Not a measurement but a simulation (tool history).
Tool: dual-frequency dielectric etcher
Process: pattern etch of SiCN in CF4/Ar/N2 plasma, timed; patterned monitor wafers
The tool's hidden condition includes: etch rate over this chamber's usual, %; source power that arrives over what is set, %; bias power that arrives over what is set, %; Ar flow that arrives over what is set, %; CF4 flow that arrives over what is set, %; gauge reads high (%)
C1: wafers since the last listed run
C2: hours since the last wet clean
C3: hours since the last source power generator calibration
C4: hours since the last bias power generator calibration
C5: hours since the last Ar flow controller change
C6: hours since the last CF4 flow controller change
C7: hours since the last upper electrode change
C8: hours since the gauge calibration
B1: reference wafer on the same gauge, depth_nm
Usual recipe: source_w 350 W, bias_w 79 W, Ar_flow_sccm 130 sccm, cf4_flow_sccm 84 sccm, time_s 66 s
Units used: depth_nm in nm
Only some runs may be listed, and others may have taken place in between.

Run 1, hour 0: usual settings; C1 0; C2 144.2; C3 2498.8; C4 3798.3; C5 3235.9; C6 5222.5; C7 3849; C8 295.3; B1 39.32. Result: depth_nm 45.25 nm.
Run 2, hour 21.7: usual settings; C1 173; C2 165.9; C3 2520.5; C4 3820; C5 3257.6; C6 5244.2; C7 3870.7; C8 317; B1 39.32. Result: depth_nm 45.16 nm.
Run 3, hour 51.4: usual settings; C1 237; C2 195.6; C3 2550.2; C4 3849.7; C5 3287.3; C6 5273.9; C7 3900.4; C8 346.7; B1 39.28. Result: depth_nm 45.14 nm.
Run 4, hour 88.8: usual settings; C1 299; C2 233; C3 2587.6; C4 3887.1; C5 3324.7; C6 5311.3; C7 3937.8; C8 384.1; B1 39.33. Result: depth_nm 45.03 nm.
Run 5, hour 118.8: usual settings; C1 240; C2 263; C3 2617.6; C4 3917.1; C5 3354.7; C6 5341.3; C7 3967.8; C8 414.1; B1 39.32. Result: depth_nm 44.83 nm.
Run 6, hour 151.4: usual settings; C1 260; C2 295.6; C3 2650.2; C4 3949.7; C5 3387.3; C6 5373.9; C7 4000.4; C8 446.7; B1 39.26. Result: depth_nm 45.02 nm.
Run 7, hour 182.3: usual settings but Ar_flow_sccm 152 sccm; C1 247; C2 326.5; C3 2681.1; C4 3980.6; C5 3418.2; C6 5404.8; C7 4031.3; C8 477.6; B1 39.33. Result: depth_nm 43.62 nm.
At hour 282.8: upper electrode replaced.
Run 8, hour 283.3: usual settings but Ar_flow_sccm 152 sccm; C1 616; C2 427.5; C3 2782.1; C4 4081.6; C5 3519.2; C6 5505.8; C7 0.5; C8 578.6; B1 39.26. Result: depth_nm 43.66 nm.
At hour 291.9: gauge calibrated.
Run 9, hour 302.5: usual settings; C1 153; C2 446.7; C3 2801.3; C4 4100.8; C5 3538.4; C6 5525; C7 19.7; C8 10.6; B1 39.31. Result: depth_nm 44.65 nm.
At hour 324.9: Ar flow controller replaced.
At hour 384.1: wet clean of the chamber.
At hour 402.7: CF4 flow controller replaced.
Run 10, hour 406.1: usual settings; C1 541; C2 22; C3 2904.9; C4 4204.4; C5 81.2; C6 3.4; C7 123.3; C8 114.2; B1 39.3. Result: depth_nm 45.79 nm.
At hour 416.4: source power generator calibrated.
Run 11, hour 422.5: usual settings; C1 99; C2 38.4; C3 6.1; C4 4220.8; C5 97.6; C6 19.8; C7 139.7; C8 130.6; B1 39.31. Result: depth_nm 45.69 nm.
Run 12, hour 436.1: usual settings but source_w 420 W, bias_w 65 W, time_s 78 s; C1 108; C2 52; C3 19.7; C4 4234.4; C5 111.2; C6 33.4; C7 153.3; C8 144.2; B1 39.32. Result: depth_nm 57.61 nm.
At hour 440.2: bias power generator calibrated.
Run 13, hour 457.3: usual settings; C1 137; C2 73.2; C3 40.9; C4 17.1; C5 132.4; C6 54.6; C7 174.5; C8 165.4; B1 39.33. Result: depth_nm 45.7 nm.
Run 14, hour 471.4: usual settings but source_w 440 W, bias_w 89 W, cf4_flow_sccm 102 sccm, time_s 53 s; C1 112; C2 87.3; C3 55; C4 31.2; C5 146.5; C6 68.7; C7 188.6; C8 179.5; B1 39.29. Result: depth_nm 44.41 nm.
Run 15, hour 494.5: usual settings but source_w 330 W, Ar_flow_sccm 152 sccm, cf4_flow_sccm 98 sccm; C1 184; C2 110.4; C3 78.1; C4 54.3; C5 169.6; C6 91.8; C7 211.7; C8 202.6; B1 39.29. Result: depth_nm 44.09 nm.
Run 16, hour 523.1: usual settings; C1 228; C2 139; C3 106.7; C4 82.9; C5 198.2; C6 120.4; C7 240.3; C8 231.2; B1 39.32. Result: depth_nm 45.45 nm.
Run 17, hour 548.1: usual settings but source_w 300 W, time_s 74 s; C1 200; C2 164; C3 131.7; C4 107.9; C5 223.2; C6 145.4; C7 265.3; C8 256.2; B1 39.27. Result: depth_nm 46.82 nm.
Run 18, hour 583.7: usual settings but Ar_flow_sccm 104 sccm; C1 284; C2 199.6; C3 167.3; C4 143.5; C5 258.8; C6 181; C7 300.9; C8 291.8; B1 39.28. Result: depth_nm 47.07 nm.
Run 19, hour 600.5: usual settings; C1 134; C2 216.4; C3 184.1; C4 160.3; C5 275.6; C6 197.8; C7 317.7; C8 308.6; B1 39.33. Result: depth_nm 45.31 nm.
Run 20, hour 626.6: usual settings but bias_w 88 W; C1 208; C2 242.5; C3 210.2; C4 186.4; C5 301.7; C6 223.9; C7 343.8; C8 334.7; B1 39.3. Result: depth_nm 46.4 nm.

For some of the steps in depth_nm from one run to the next: how much would appear even if the tool had no hidden state, given the settings, what came in and random variation, and how much remains for the hidden state plus any gauge scatter that the measured result and the result without hidden state don't share?
Run 7 -> 8: upper electrode replaced. depth_nm +0.04 nm: hidden state -0.22, all else +0.26.
Run 9 -> 10: Ar flow controller replaced, wet clean of the chamber, CF4 flow controller replaced. depth_nm +1.14 nm: hidden state +1.04, all else +0.1.
Run 11 -> 12: source_w 350 -> 420, bias_w 79 -> 65, time_s 66 -> 78. depth_nm +11.92 nm: hidden state -0.07, all else +11.99.
Run 12 -> 13: source_w 420 -> 350, bias_w 65 -> 79, time_s 78 -> 66, bias power generator calibrated. depth_nm -11.91 nm: hidden state +0, all else -11.91.

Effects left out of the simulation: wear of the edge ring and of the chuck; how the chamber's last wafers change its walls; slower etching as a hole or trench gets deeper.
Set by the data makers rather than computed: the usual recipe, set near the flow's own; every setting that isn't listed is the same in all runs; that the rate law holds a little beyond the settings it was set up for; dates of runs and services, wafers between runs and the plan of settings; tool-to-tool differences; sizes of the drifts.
